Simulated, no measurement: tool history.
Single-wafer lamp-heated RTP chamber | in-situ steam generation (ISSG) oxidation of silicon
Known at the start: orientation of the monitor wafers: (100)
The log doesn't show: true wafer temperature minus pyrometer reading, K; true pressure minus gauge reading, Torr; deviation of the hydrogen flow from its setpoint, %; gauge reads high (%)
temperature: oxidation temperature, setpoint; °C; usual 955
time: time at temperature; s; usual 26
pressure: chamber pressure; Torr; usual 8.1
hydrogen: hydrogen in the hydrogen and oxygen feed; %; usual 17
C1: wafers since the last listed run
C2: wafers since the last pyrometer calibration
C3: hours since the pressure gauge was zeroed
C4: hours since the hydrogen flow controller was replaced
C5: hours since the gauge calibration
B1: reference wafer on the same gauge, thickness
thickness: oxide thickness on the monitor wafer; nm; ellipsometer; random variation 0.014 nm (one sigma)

run 1 hour=0.0 | temperature=955 time=26 pressure=8.4 hydrogen=17 | C1=0 C2=2898 C3=3701.5 C4=146.2 C5=1237.5 | B1=4.969 | thickness=5.230
run 2 hour=97.6 | temperature=955 time=26 pressure=8.4 hydrogen=17 | C1=481 C2=3379 C3=3799.1 C4=243.8 C5=1335.1 | B1=4.970 | thickness=5.256
-- hour=138.5 pyrometer window cleaned and pyrometer calibrated
run 3 hour=172.3 | temperature=955 time=26 pressure=8.1 hydrogen=17 | C1=329 C2=166 C3=3873.8 C4=318.5 C5=1409.8 | B1=4.970 | thickness=5.236
run 4 hour=226.5 | temperature=955 time=26 pressure=8.1 hydrogen=17 | C1=267 C2=434 C3=3928.0 C4=372.7 C5=1464.0 | B1=4.967 | thickness=5.215
run 5 hour=324.7 | temperature=955 time=26 pressure=8.1 hydrogen=17 | C1=484 C2=918 C3=4026.2 C4=470.9 C5=1562.2 | B1=4.971 | thickness=5.257
run 6 hour=367.8 | temperature=969 time=26 pressure=8.1 hydrogen=17 | C1=212 C2=1131 C3=4069.3 C4=514.0 C5=1605.3 | B1=4.972 | thickness=5.496
run 7 hour=467.4 | temperature=969 time=26 pressure=8.1 hydrogen=17 | C1=491 C2=1622 C3=4168.9 C4=613.6 C5=1704.9 | B1=4.971 | thickness=5.509
run 8 hour=510.0 | temperature=955 time=26 pressure=8.1 hydrogen=17 | C1=210 C2=1832 C3=4211.5 C4=656.2 C5=1747.5 | B1=4.973 | thickness=5.269
run 9 hour=598.0 | temperature=955 time=21 pressure=8.1 hydrogen=17 | C1=434 C2=2267 C3=4299.5 C4=744.2 C5=1835.5 | B1=4.973 | thickness=4.759
-- hour=615.0 gauge calibrated
run 10 hour=636.5 | temperature=955 time=26 pressure=8.1 hydrogen=17 | C1=189 C2=2457 C3=4338.0 C4=782.7 C5=21.5 | B1=4.969 | thickness=5.235
run 11 hour=676.7 | temperature=955 time=32 pressure=8.1 hydrogen=17 | C1=198 C2=2655 C3=4378.2 C4=822.9 C5=61.7 | B1=4.970 | thickness=5.773
run 12 hour=757.7 | temperature=936 time=26 pressure=8.1 hydrogen=11 | C1=399 C2=3055 C3=4459.2 C4=903.9 C5=142.7 | B1=4.976 | thickness=4.520
run 13 hour=829.0 | temperature=955 time=26 pressure=8.1 hydrogen=17 | C1=351 C2=3406 C3=4530.5 C4=975.2 C5=214.0 | B1=4.968 | thickness=5.225
-- hour=843.7 pyrometer window cleaned and pyrometer calibrated
run 14 hour=900.5 | temperature=955 time=26 pressure=8.1 hydrogen=17 | C1=313 C2=280 C3=4602.0 C4=1046.7 C5=285.5 | B1=4.969 | thickness=5.255
run 15 hour=997.6 | temperature=955 time=26 pressure=8.1 hydrogen=17 | C1=479 C2=759 C3=4699.1 C4=1143.8 C5=382.6 | B1=4.973 | thickness=5.254
run 16 hour=1093.5 | temperature=940 time=21 pressure=7.4 hydrogen=17 | C1=473 C2=1232 C3=4795.0 C4=1239.7 C5=478.5 | B1=4.975 | thickness=4.557
run 17 hour=1154.0 | temperature=966 time=22 pressure=8.9 hydrogen=22 | C1=298 C2=1530 C3=4855.5 C4=1300.2 C5=539.0 | B1=4.970 | thickness=5.327
run 18 hour=1255.1 | temperature=963 time=33 pressure=9.5 hydrogen=17 | C1=498 C2=2029 C3=4956.6 C4=1401.3 C5=640.1 | B1=4.974 | thickness=6.006
-- hour=1412.1 pressure gauge zeroed
run 19 hour=1413.3 | temperature=969 time=18 pressure=7.6 hydrogen=12 | C1=741 C2=2770 C3=1.2 C4=1559.5 C5=798.3 | B1=4.963 | thickness=4.337
run 20 hour=1469.5 | temperature=955 time=26 pressure=8.1 hydrogen=17 | C1=277 C2=3048 C3=57.4 C4=1615.7 C5=854.5 | B1=4.969 | thickness=5.248
-- hour=1557.8 pyrometer window cleaned and pyrometer calibrated
run 21 hour=1568.7 | temperature=943 time=34 pressure=8.1 hydrogen=17 | C1=449 C2=53 C3=156.6 C4=1714.9 C5=953.7 | B1=4.964 | thickness=5.671
run 22 hour=1625.2 | temperature=955 time=16 pressure=8.1 hydrogen=17 | C1=278 C2=332 C3=213.1 C4=1771.4 C5=1010.2 | B1=4.971 | thickness=4.275
run 23 hour=1698.4 | temperature=969 time=26 pressure=8.1 hydrogen=21 | C1=361 C2=693 C3=286.3 C4=1844.6 C5=1083.4 | B1=4.969 | thickness=5.780
run 24 hour=1745.6 | temperature=936 time=30 pressure=7.1 hydrogen=25 | C1=232 C2=926 C3=333.5 C4=1891.8 C5=1130.6 | B1=4.968 | thickness=5.713
run 25 hour=1808.7 | temperature=955 time=33 pressure=8.1 hydrogen=17 | C1=311 C2=1238 C3=396.6 C4=1954.9 C5=1193.7 | B1=4.970 | thickness=5.859
run 26 hour=1881.4 | temperature=955 time=26 pressure=8.1 hydrogen=27 | C1=358 C2=1596 C3=469.3 C4=2027.6 C5=1266.4 | B1=4.968 | thickness=5.845
run 27 hour=1923.6 | temperature=941 time=32 pressure=9.2 hydrogen=11 | C1=208 C2=1804 C3=511.5 C4=2069.8 C5=1308.6 | B1=4.963 | thickness=5.007
run 28 hour=1961.7 | temperature=955 time=26 pressure=8.1 hydrogen=17 | C1=187 C2=1992 C3=549.6 C4=2107.9 C5=1346.7 | B1=4.976 | thickness=5.261
run 29 hour=2058.2 | temperature=945 time=26 pressure=8.9 hydrogen=17 | C1=476 C2=2469 C3=646.1 C4=2204.4 C5=1443.2 | B1=4.971 | thickness=5.045
run 30 hour=2099.2 | temperature=955 time=26 pressure=8.5 hydrogen=11 | C1=202 C2=2671 C3=687.1 C4=2245.4 C5=1484.2 | B1=4.972 | thickness=4.808
run 31 hour=2138.4 | temperature=955 time=29 pressure=7.5 hydrogen=11 | C1=193 C2=2864 C3=726.3 C4=2284.6 C5=1523.4 | B1=4.966 | thickness=5.034

Hidden state at the last listed run before each entry between runs and at the first one after, where it differs:
Between runs 2 and 3: pyrometer window cleaned and pyrometer calibrated (hour 138.5)
  no hidden state differs between the two runs
Between runs 9 and 10: gauge calibrated (hour 615.0)
  no hidden state differs between the two runs
Between runs 13 and 14: pyrometer window cleaned and pyrometer calibrated (hour 843.7)
  no hidden state differs between the two runs
Between runs 18 and 19: pressure gauge zeroed (hour 1412.1)
  no hidden state differs between the two runs
Between runs 20 and 21: pyrometer window cleaned and pyrometer calibrated (hour 1557.8)
  no hidden state differs between the two runs
